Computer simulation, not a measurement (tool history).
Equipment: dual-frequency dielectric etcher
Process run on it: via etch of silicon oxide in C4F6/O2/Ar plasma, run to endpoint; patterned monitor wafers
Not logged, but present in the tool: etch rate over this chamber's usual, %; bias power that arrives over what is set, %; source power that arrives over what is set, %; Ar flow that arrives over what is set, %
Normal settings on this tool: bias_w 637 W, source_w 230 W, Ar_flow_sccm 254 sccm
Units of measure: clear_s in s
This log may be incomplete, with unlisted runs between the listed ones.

run     day  bias_w  source_w  Ar_flow_sccm  wafers since the last listed run  hours since the last wet clean  hours since the last bias power generator calibration  hours since the last source power generator calibration  hours since the last Ar flow controller change  hours since the last upper electrode change  incoming incoming film thickness, nm  clear_s
  1   0.000     637       230           254                                 0                           121.0                                                 2446.6                                                    693.3                                          2556.3                                       1623.0                                 194.2     46.0
  2   1.200     637       230           254                               471                           149.8                                                 2475.4                                                    722.1                                          2585.1                                       1651.8                                 197.2     47.0
  3   2.542     637       230           254                               526                           182.0                                                 2507.6                                                    754.3                                          2617.3                                       1684.0                                 196.4     47.3
     10.162  -- wet clean of the chamber
  4  11.471     637       260           254                              3112                            31.4                                                 2721.9                                                    968.6                                          2831.6                                       1898.3                                 195.4     45.0
     13.579  -- bias power generator calibrated
  5  14.350     637       230           254                              1064                           100.5                                                   18.5                                                   1037.7                                          2900.7                                       1967.4                                 197.3     47.4
  6  17.158     637       230           254                              1102                           167.9                                                   85.9                                                   1105.1                                          2968.1                                       2034.8                                 196.6     47.6
     19.012  -- Ar flow controller replaced
  7  20.071     637       230           254                              1045                           237.8                                                  155.8                                                   1175.0                                            25.4                                       2104.7                                 197.5     48.3
  8  21.288     529       210           254                               477                           267.0                                                  185.0                                                   1204.2                                            54.6                                       2133.9                                 198.3     53.9
  9  24.204     637       230           254                              1144                           337.0                                                  255.0                                                   1274.2                                           124.6                                       2203.9                                 199.1     48.4
 10  25.758     637       230           254                               610                           374.3                                                  292.3                                                   1311.5                                           161.9                                       2241.2                                 196.4     47.8
     27.842  -- upper electrode replaced
     28.817  -- wet clean of the chamber
 11  28.838     592       180           199                               434                             0.5                                                  366.2                                                   1385.4                                           235.8                                         23.9                                 195.3     49.4
 12  28.862     786       230           209                                 9                             1.1                                                  366.8                                                   1386.0                                           236.4                                         24.5                                 198.7     41.5
 13  31.133     637       230           217                               891                            55.6                                                  421.3                                                   1440.5                                           290.9                                         79.0                                 195.1     45.0
 14  32.850     759       200           303                               673                            96.8                                                  462.5                                                   1481.7                                           332.1                                        120.2                                 194.2     45.1
 15  35.579     637       230           254                              1071                           162.3                                                  528.0                                                   1547.2                                           397.6                                        185.7                                 196.6     46.5

Run 16 comes next. What will it give?
 16  36.667     637       250           195                               426                           188.4                                                  554.1                                                   1573.3                                           423.7                                        211.8                                 196.6        ?

clear_s: 44.3 s
On a tool with no hidden condition, and with the same random variation, this run would have come out at clear_s 44.0 s.
